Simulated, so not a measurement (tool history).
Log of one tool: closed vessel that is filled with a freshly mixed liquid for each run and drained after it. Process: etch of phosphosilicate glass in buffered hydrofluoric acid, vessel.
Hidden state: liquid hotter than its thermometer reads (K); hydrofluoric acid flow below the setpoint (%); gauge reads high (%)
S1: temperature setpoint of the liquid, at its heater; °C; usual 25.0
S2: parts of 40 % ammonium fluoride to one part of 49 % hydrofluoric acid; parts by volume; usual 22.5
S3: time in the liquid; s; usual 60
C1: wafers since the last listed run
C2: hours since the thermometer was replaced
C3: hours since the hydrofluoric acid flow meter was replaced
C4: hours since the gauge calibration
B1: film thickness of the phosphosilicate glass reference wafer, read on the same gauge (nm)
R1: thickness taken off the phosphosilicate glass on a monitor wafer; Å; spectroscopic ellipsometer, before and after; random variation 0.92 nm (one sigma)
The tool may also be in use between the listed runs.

run 1 day=0.000 | S1=21.5 S2=22.5 S3=60 | C1=0 C2=1439.9 C3=767.8 C4=1042.1 | B1=49.99 | R1=1215.5
run 2 day=3.983 | S1=25.0 S2=22.5 S3=60 | C1=8685 C2=1535.5 C3=863.4 C4=1137.7 | B1=50.02 | R1=1460.1
-- day=4.079 hydrofluoric acid flow meter replaced
run 3 day=7.288 | S1=25.0 S2=22.5 S3=60 | C1=7113 C2=1614.8 C3=77.0 C4=1217.0 | B1=49.99 | R1=1553.8
run 4 day=11.742 | S1=25.0 S2=22.5 S3=60 | C1=9712 C2=1721.7 C3=183.9 C4=1323.9 | B1=50.00 | R1=1562.0
run 5 day=14.604 | S1=25.0 S2=22.5 S3=60 | C1=6241 C2=1790.4 C3=252.6 C4=1392.6 | B1=50.01 | R1=1545.1
run 6 day=18.258 | S1=25.0 S2=22.5 S3=60 | C1=7968 C2=1878.1 C3=340.3 C4=1480.3 | B1=50.02 | R1=1529.5
run 7 day=20.988 | S1=25.0 S2=22.5 S3=60 | C1=5951 C2=1943.6 C3=405.8 C4=1545.8 | B1=50.01 | R1=1517.6
run 8 day=31.108 | S1=25.0 S2=14.0 S3=35 | C1=22068 C2=2186.5 C3=648.7 C4=1788.7 | B1=50.00 | R1=1317.8
-- day=41.888 thermometer replaced
-- day=42.242 hydrofluoric acid flow meter replaced
run 9 day=44.017 | S1=26.5 S2=17.0 S3=70 | C1=27965 C2=51.1 C3=42.6 C4=2098.5 | B1=49.97 | R1=2498.7
run 10 day=46.796 | S1=25.0 S2=22.5 S3=35 | C1=6060 C2=117.8 C3=109.3 C4=2165.2 | B1=49.99 | R1=910.2
run 11 day=48.929 | S1=23.0 S2=27.5 S3=90 | C1=4651 C2=169.0 C3=160.5 C4=2216.4 | B1=49.99 | R1=1829.2
-- day=50.350 gauge calibrated
run 12 day=51.971 | S1=29.0 S2=22.5 S3=60 | C1=6632 C2=242.0 C3=233.5 C4=38.9 | B1=50.00 | R1=1894.2
run 13 day=53.650 | S1=26.5 S2=22.5 S3=50 | C1=3661 C2=282.3 C3=273.8 C4=79.2 | B1=49.99 | R1=1385.4
run 14 day=55.900 | S1=26.5 S2=27.0 S3=60 | C1=4906 C2=336.3 C3=327.8 C4=133.2 | B1=50.02 | R1=1465.3
run 15 day=58.596 | S1=25.0 S2=22.5 S3=60 | C1=5878 C2=401.0 C3=392.5 C4=197.9 | B1=50.01 | R1=1528.5
run 16 day=62.762 | S1=25.0 S2=22.5 S3=60 | C1=9085 C2=501.0 C3=492.5 C4=297.9 | B1=49.98 | R1=1506.8
run 17 day=65.779 | S1=25.0 S2=27.0 S3=80 | C1=6577 C2=573.4 C3=564.9 C4=370.3 | B1=50.01 | R1=1774.4
run 18 day=69.825 | S1=25.0 S2=22.5 S3=60 | C1=8822 C2=670.5 C3=662.0 C4=467.4 | B1=50.01 | R1=1495.0
run 19 day=73.521 | S1=21.0 S2=22.5 S3=60 | C1=8058 C2=759.2 C3=750.7 C4=556.1 | B1=49.98 | R1=1182.1
-- day=76.212 hydrofluoric acid flow meter replaced
run 20 day=76.633 | S1=30.0 S2=19.5 S3=30 | C1=6696 C2=833.9 C3=10.1 C4=630.8 | B1=50.00 | R1=1146.0
run 21 day=80.196 | S1=25.0 S2=22.5 S3=60 | C1=7768 C2=919.4 C3=95.6 C4=716.3 | B1=50.01 | R1=1555.5
run 22 day=83.946 | S1=25.0 S2=22.5 S3=60 | C1=8176 C2=1009.4 C3=185.6 C4=806.3 | B1=49.99 | R1=1552.6
run 23 day=86.946 | S1=25.0 S2=22.5 S3=60 | C1=6541 C2=1081.4 C3=257.6 C4=878.3 | B1=49.99 | R1=1528.1
run 24 day=90.350 | S1=25.0 S2=16.5 S3=75 | C1=7422 C2=1163.1 C3=339.3 C4=960.0 | B1=49.99 | R1=2473.2
run 25 day=94.825 | S1=29.5 S2=18.0 S3=40 | C1=9757 C2=1270.5 C3=446.7 C4=1067.4 | B1=49.99 | R1=1517.9
run 26 day=97.038 | S1=23.5 S2=30.0 S3=45 | C1=4824 C2=1323.6 C3=499.8 C4=1120.5 | B1=49.99 | R1=834.4
run 27 day=99.083 | S1=25.0 S2=22.5 S3=50 | C1=4461 C2=1372.7 C3=548.9 C4=1169.6 | B1=50.00 | R1=1248.3
run 28 day=103.238 | S1=25.0 S2=18.5 S3=90 | C1=9058 C2=1472.4 C3=648.6 C4=1269.3 | B1=49.99 | R1=2579.4
run 29 day=106.025 | S1=25.0 S2=22.5 S3=85 | C1=6078 C2=1539.3 C3=715.5 C4=1336.2 | B1=49.99 | R1=2092.5
run 30 day=107.533 | S1=20.5 S2=29.0 S3=45 | C1=3288 C2=1575.5 C3=751.7 C4=1372.4 | B1=49.98 | R1=722.4
run 31 day=109.650 | S1=27.5 S2=22.5 S3=60 | C1=4615 C2=1626.3 C3=802.5 C4=1423.2 | B1=50.00 | R1=1692.1

Forecast each of these 5 alternatives for the next run:
run A day=109.679 | S1=25.0 S2=22.5 S3=40 | C1=63 C2=1627.0 C3=803.2 C4=1423.9 | B1=? | R1=?
run B day=109.679 | S1=25.0 S2=29.5 S3=90 | C1=63 C2=1627.0 C3=803.2 C4=1423.9 | B1=? | R1=?
run C day=109.679 | S1=29.5 S2=22.5 S3=75 | C1=63 C2=1627.0 C3=803.2 C4=1423.9 | B1=? | R1=?
run D day=109.679 | S1=27.5 S2=25.5 S3=40 | C1=63 C2=1627.0 C3=803.2 C4=1423.9 | B1=? | R1=?
run E day=109.679 | S1=29.5 S2=16.5 S3=70 | C1=63 C2=1627.0 C3=803.2 C4=1423.9 | B1=? | R1=?

run=A B1=49.99 R1=982.0
run=B B1=49.99 R1=1797.5
run=C B1=49.99 R1=2345.9
run=D B1=49.99 R1=1031.9
run=E B1=49.99 R1=2793.0
Without the tool's hidden state the same runs would have given:
run=A R1=1042.9
run=B R1=1947.9
run=C R1=2490.5
run=D R1=1095.7
run=E R1=3043.7
